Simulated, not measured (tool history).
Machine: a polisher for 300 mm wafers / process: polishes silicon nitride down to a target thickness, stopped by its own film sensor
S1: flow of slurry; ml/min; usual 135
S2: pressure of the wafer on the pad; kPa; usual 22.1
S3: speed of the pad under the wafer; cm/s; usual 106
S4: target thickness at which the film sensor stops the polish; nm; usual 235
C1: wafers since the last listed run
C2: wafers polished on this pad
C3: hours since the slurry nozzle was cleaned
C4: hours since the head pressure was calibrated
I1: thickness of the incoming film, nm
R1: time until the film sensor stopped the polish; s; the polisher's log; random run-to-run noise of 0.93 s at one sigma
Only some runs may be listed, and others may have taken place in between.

Run 1, day 0.000: usual settings; C1 0; C2 765; C3 250.9; C4 757.5; I1 348.4. Result: R1 74.1 s.
Run 2, day 1.671: usual settings but S3 96 cm/s; C1 469; C2 1234; C3 291.0; C4 797.6; I1 350.2. Result: R1 81.8 s.
Run 3, day 4.417: usual settings but S3 96 cm/s; C1 771; C2 2005; C3 356.9; C4 863.5; I1 354.6. Result: R1 86.0 s.
At day 4.629: head pressure recalibrated.
Run 4, day 6.775: usual settings but S3 96 cm/s; C1 638; C2 2644; C3 413.5; C4 51.5; I1 350.3. Result: R1 84.9 s.
Run 5, day 9.454: usual settings but S3 134 cm/s; C1 752; C2 3397; C3 477.8; C4 115.8; I1 348.3. Result: R1 64.8 s.
Run 6, day 11.979: usual settings but S3 134 cm/s; C1 709; C2 4106; C3 538.4; C4 176.4; I1 351.5. Result: R1 69.4 s.
At day 13.329: slurry nozzle cleaned.
At day 13.783: worn pad replaced by a new one.
Run 7, day 14.767: usual settings; C1 724; C2 275; C3 34.5; C4 243.3; I1 346.3. Result: R1 70.0 s.
Run 8, day 17.679: usual settings; C1 817; C2 1093; C3 104.4; C4 313.2; I1 349.3. Result: R1 72.9 s.
Run 9, day 19.842: usual settings; C1 607; C2 1700; C3 156.3; C4 365.1; I1 347.5. Result: R1 71.5 s.
Run 10, day 21.412: usual settings but S3 78 cm/s; C1 441; C2 2141; C3 194.0; C4 402.8; I1 354.6. Result: R1 99.5 s.
Run 11, day 24.333: usual settings but S3 78 cm/s; C1 820; C2 2962; C3 264.1; C4 472.9; I1 355.2. Result: R1 95.8 s.
Run 12, day 27.025: usual settings; C1 755; C2 3718; C3 328.7; C4 537.5; I1 353.1. Result: R1 76.5 s.
Run 13, day 29.071: usual settings but S3 116 cm/s; C1 574; C2 4292; C3 377.8; C4 586.6; I1 349.1. Result: R1 71.1 s.
Run 14, day 30.692: usual settings; C1 455; C2 4747; C3 416.7; C4 625.5; I1 351.7. Result: R1 79.2 s.
At day 31.946: worn pad replaced by a new one.
Run 15, day 32.254: usual settings; C1 392; C2 86; C3 454.2; C4 663.0; I1 348.6. Result: R1 75.2 s.
Run 16, day 34.100: usual settings; C1 518; C2 604; C3 498.5; C4 707.3; I1 346.8. Result: R1 76.1 s.
At day 40.092: slurry nozzle cleaned.
At day 41.542: head pressure recalibrated.
Run 17, day 41.983: usual settings but S3 134 cm/s, S4 259 nm; C1 2178; C2 2783; C3 45.4; C4 10.6; I1 350.0. Result: R1 46.8 s.
Run 18, day 44.667: usual settings but S4 209 nm; C1 753; C2 3537; C3 109.8; C4 75.0; I1 357.0. Result: R1 92.6 s.
At day 46.462: worn pad replaced by a new one.
Run 19, day 46.888: usual settings; C1 576; C2 119; C3 163.1; C4 128.3; I1 350.4. Result: R1 75.0 s.
Run 20, day 49.438: usual settings but S1 115 ml/min; C1 716; C2 835; C3 224.3; C4 189.5; I1 347.8. Result: R1 76.8 s.
Run 21, day 51.396: usual settings but S1 150 ml/min, S3 80 cm/s; C1 549; C2 1385; C3 271.3; C4 236.5; I1 350.0. Result: R1 91.2 s.
Run 22, day 53.142: usual settings but S1 155 ml/min, S2 19.3 kPa, S3 96 cm/s; C1 490; C2 1875; C3 313.2; C4 278.4; I1 349.9. Result: R1 87.9 s.
Run 23, day 54.392: usual settings; C1 351; C2 2226; C3 343.2; C4 308.4; I1 350.1. Result: R1 74.8 s.
Run 24, day 56.579: usual settings but S1 160 ml/min, S2 27.6 kPa, S3 86 cm/s, S4 246 nm; C1 614; C2 2840; C3 395.7; C4 360.9; I1 350.9. Result: R1 65.8 s.
Run 25, day 59.512: usual settings; C1 823; C2 3664; C3 466.1; C4 431.3; I1 349.0. Result: R1 78.6 s.
At day 60.850: worn pad replaced by a new one.
Run 26, day 61.250: usual settings but S2 15.9 kPa, S4 200 nm; C1 441; C2 112; C3 507.8; C4 473.0; I1 347.4. Result: R1 139.9 s.
At day 61.954: slurry nozzle cleaned.
Run 27, day 63.892: usual settings; C1 730; C2 842; C3 46.5; C4 536.4; I1 347.6. Result: R1 70.2 s.
Run 28, day 66.117: usual settings but S1 155 ml/min, S2 27.6 kPa; C1 624; C2 1467; C3 99.9; C4 589.8; I1 344.5. Result: R1 53.5 s.
Run 29, day 67.546: usual settings but S1 120 ml/min, S2 29.0 kPa; C1 401; C2 1868; C3 134.2; C4 624.1; I1 350.9. Result: R1 57.3 s.
Run 30, day 68.796: usual settings but S1 100 ml/min, S4 217 nm; C1 351; C2 2219; C3 164.2; C4 654.1; I1 351.1. Result: R1 94.0 s.
Run 31, day 69.892: usual settings but S2 15.2 kPa, S3 116 cm/s, S4 205 nm; C1 307; C2 2527; C3 190.5; C4 680.4; I1 352.2. Result: R1 122.8 s.
Run 32, day 72.892: usual settings but S1 155 ml/min, S2 26.2 kPa, S3 86 cm/s, S4 271 nm; C1 842; C2 3370; C3 262.5; C4 752.4; I1 353.4. Result: R1 52.3 s.
Run 33, day 74.321: usual settings but S2 24.8 kPa, S3 142 cm/s; C1 401; C2 3771; C3 296.8; C4 786.7; I1 354.0. Result: R1 55.4 s.
Run 34, day 75.558: usual settings; C1 347; C2 4118; C3 326.5; C4 816.4; I1 354.9. Result: R1 79.3 s.
Run 35, day 78.550: usual settings but S2 17.9 kPa, S3 88 cm/s, S4 250 nm; C1 840; C2 4959; C3 398.3; C4 888.2; I1 346.1. Result: R1 90.7 s.
At day 78.875: worn pad replaced by a new one.
Run 36, day 81.483: usual settings; C1 776; C2 732; C3 468.7; C4 958.6; I1 343.3. Result: R1 72.2 s.
At day 82.104: head pressure recalibrated.
Run 37, day 82.896: usual settings; C1 373; C2 1106; C3 502.6; C4 19.0; I1 346.4. Result: R1 75.4 s.

How would selected steps in R1 from run to run divide? Give the signed amount a tool lacking its hidden state would still show from settings, what came in and random variation, and the signed amount left for the hidden state, including any gauge scatter that is not in both of the compared results.
Hidden state present: removal rate lost through wear of the pad, %; slurry flow missing at the pad, %; deviation of the head's pressure from its setpoint, %.
Run 6 -> 7: S3 134 -> 106, slurry nozzle cleaned, worn pad replaced by a new one. R1 +0.6 s: hidden state -9.1, all else +9.7.
Run 25 -> 26: S2 22.1 -> 15.9, S4 235 -> 200, worn pad replaced by a new one. R1 +61.3 s: hidden state +8.0, all else +53.3.
Run 26 -> 27: S2 15.9 -> 22.1, S4 200 -> 235, slurry nozzle cleaned. R1 -69.7 s: hidden state -15.3, all else -54.4.
Run 31 -> 32: S1 135 -> 155, S2 15.2 -> 26.2, S3 116 -> 86, S4 205 -> 271. R1 -70.5 s: hidden state -1.9, all else -68.6.
